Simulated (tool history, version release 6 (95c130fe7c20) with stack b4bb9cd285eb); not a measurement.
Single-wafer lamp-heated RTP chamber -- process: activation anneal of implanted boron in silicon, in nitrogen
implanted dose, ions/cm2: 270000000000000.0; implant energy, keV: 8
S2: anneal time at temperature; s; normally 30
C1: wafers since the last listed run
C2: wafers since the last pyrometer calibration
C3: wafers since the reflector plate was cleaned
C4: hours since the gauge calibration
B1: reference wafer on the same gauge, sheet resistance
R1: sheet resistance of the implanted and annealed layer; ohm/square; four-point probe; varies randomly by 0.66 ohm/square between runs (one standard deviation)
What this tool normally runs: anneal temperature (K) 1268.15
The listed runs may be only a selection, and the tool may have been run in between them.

Run 1, hour 0: usual settings but anneal temperature (K) 1253.15; C1 0; C2 616; C3 5493; C4 204.9; B1 401.14. Result: R1 444.87 ohm/square.
Run 2, hour 28.9: usual settings but anneal temperature (K) 1253.15; C1 421; C2 1037; C3 5914; C4 233.8; B1 401.03. Result: R1 443.33 ohm/square.
Run 3, hour 64.3: usual settings but anneal temperature (K) 1253.15; C1 515; C2 1553; C3 6430; C4 269.2; B1 400.75. Result: R1 441.01 ohm/square.
Run 4, hour 100.2: usual settings; C1 523; C2 2076; C3 6953; C4 305.1; B1 401.15. Result: R1 436.46 ohm/square.
At hour 131.2: pyrometer window cleaned and pyrometer calibrated.
Run 5, hour 132.5: usual settings; C1 354; C2 18; C3 7307; C4 337.4; B1 400.99. Result: R1 440.29 ohm/square.
Run 6, hour 154.7: usual settings; C1 323; C2 342; C3 7631; C4 359.6; B1 401.13. Result: R1 439.38 ohm/square.
Run 7, hour 195.6: usual settings; C1 596; C2 938; C3 8227; C4 400.5; B1 401.01. Result: R1 437.03 ohm/square.
Run 8, hour 228: usual settings; C1 472; C2 1410; C3 8699; C4 432.9; B1 400.9. Result: R1 436.68 ohm/square.
At hour 235.4: gauge calibrated.
Run 9, hour 246.3: usual settings; C1 266; C2 1677; C3 8966; C4 10.9; B1 400.94. Result: R1 436.07 ohm/square.
Run 10, hour 259.6: usual settings but anneal temperature (K) 1284.15, S2 23 s; C1 193; C2 1871; C3 9160; C4 24.2; B1 401.01. Result: R1 435.47 ohm/square.
At hour 290.9: reflector plate cleaned.
At hour 300.2: pyrometer window cleaned and pyrometer calibrated.
Run 11, hour 300.7: usual settings but anneal temperature (K) 1260.15, S2 37 s; C1 365; C2 6; C3 26; C4 65.3; B1 401.1. Result: R1 439.78 ohm/square.
Run 12, hour 309.7: usual settings; C1 131; C2 138; C3 157; C4 74.3; B1 400.98. Result: R1 438.56 ohm/square.
Run 13, hour 332.9: usual settings but anneal temperature (K) 1253.15, S2 44 s; C1 338; C2 476; C3 495; C4 97.5; B1 401.04. Result: R1 440.41 ohm/square.
Run 14, hour 363.2: usual settings but anneal temperature (K) 1258.15, S2 45 s; C1 441; C2 917; C3 937; C4 127.8; B1 400.99. Result: R1 438.62 ohm/square.
Run 15, hour 393.9: usual settings but anneal temperature (K) 1247.15, S2 39 s; C1 447; C2 1365; C3 1384; C4 158.5; B1 400.8. Result: R1 443.25 ohm/square.
Run 16, hour 406: usual settings but anneal temperature (K) 1245.15; C1 176; C2 1541; C3 1561; C4 170.6; B1 400.78. Result: R1 444.77 ohm/square.

Hidden state at the last listed run before each entry between runs and at the first one after, where it differs:
Run 4 -> run 5: pyrometer window cleaned and pyrometer calibrated (hour 131.2)
  true wafer temperature minus pyrometer reading, K: 10.3 -> 0.298
  measured value less the no-hidden-state value, R1: -2.64 -> -0.09 ohm/square
Run 8 -> run 9: gauge calibrated (hour 235.4)
  true wafer temperature minus pyrometer reading, K: 5.01 -> 6.96
  measured value less the no-hidden-state value, R1: -1.38 -> -1.87 ohm/square
Run 10 -> run 11: reflector plate cleaned (hour 290.9); pyrometer window cleaned and pyrometer calibrated (hour 300.2)
  true wafer temperature minus pyrometer reading, K: 8.59 -> 0.0639
  measured value less the no-hidden-state value, R1: -1.44 -> -0.02 ohm/square
